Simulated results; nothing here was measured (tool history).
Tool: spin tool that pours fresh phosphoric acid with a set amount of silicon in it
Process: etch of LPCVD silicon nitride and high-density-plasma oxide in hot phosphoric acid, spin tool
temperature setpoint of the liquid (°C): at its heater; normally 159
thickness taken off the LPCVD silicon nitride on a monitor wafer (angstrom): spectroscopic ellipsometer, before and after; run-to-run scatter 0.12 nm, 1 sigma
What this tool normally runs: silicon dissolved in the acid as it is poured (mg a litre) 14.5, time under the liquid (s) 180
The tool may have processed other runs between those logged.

| run | day | temperature setpoint of the liquid (°C) | silicon dissolved in the acid as it is poured (mg a litre) | time under the liquid (s) | read-back film thickness of the LPCVD silicon nitride reference wafer, read on the same gauge (nm) | thickness taken off the LPCVD silicon nitride on a monitor wafer (angstrom) |
|---|---|---|---|---|---|---|
| 1 | 0 | 159 | 14.5 | 235 | 150 | 220.2 |
| 2 | 1.075 | 159 | 14.5 | 235 | 149.99 | 221.7 |
| 3 | 2.412 | 159 | 14.5 | 180 | 149.99 | 165.8 |
| 4 | 3.512 | 159 | 9 | 180 | 149.98 | 168.5 |
| 5 | 5.825 | 159 | 9 | 180 | 150 | 166.5 |
| 6 | 7.762 | 159 | 14.5 | 180 | 150.01 | 165.9 |
| 7 | 8.938 | 159 | 14.5 | 180 | 150 | 167.8 |
| 8 | 9.95 | 160.5 | 14.5 | 180 | 150.01 | 175.2 |
| 9 | 12.442 | 160.5 | 14.5 | 180 | 150.01 | 174.2 |
| 10 | 14.829 | 156.5 | 14.5 | 180 | 150.01 | 164.7 |
| 11 | 16.525 | 159 | 14.5 | 180 | 150 | 179.2 |
| 12 | 17.912 | 159 | 19 | 135 | 149.98 | 134.1 |
| 13 | 20.054 | 159 | 14.5 | 180 | 150 | 177.5 |
| 14 | 22.496 | 159 | 9.5 | 180 | 149.98 | 162.7 |
| 15 | 24.004 | 158 | 7.5 | 125 | 150.03 | 109.2 |
| 16 | 25.338 | 160.5 | 20.5 | 105 | 149.98 | 100.3 |
| 17 | 26.55 | 159 | 14.5 | 180 | 149.99 | 162.3 |
| 18 | 28.429 | 159 | 22.5 | 180 | 150.01 | 163.6 |

Withheld: 4 entries from between the runs. Position of each, and hidden state at the listed run before versus the listed run after:
From run 9 to run 10: heated supply line repaired (day 12.721); gauge calibrated (day 12.942); dissolved silicon flow meter replaced (day 13.692)
  liquid hotter than its thermometer reads (K): 2.46 -> 2.55; temperature lost on the way to the wafer (K): 2.36 -> 0.217
  the result without the hidden state subtracted from the measured one, thickness taken off the LPCVD silicon nitride on a monitor wafer (angstrom): +0.6 -> +12.6
From run 13 to run 14: thermometer replaced (day 21.871)
  liquid hotter than its thermometer reads (K): 2.76 -> 0.395; temperature lost on the way to the wafer (K): 0.598 -> 0.776
  the result without the hidden state subtracted from the measured one, thickness taken off the LPCVD silicon nitride on a monitor wafer (angstrom): +12.5 -> -2.1
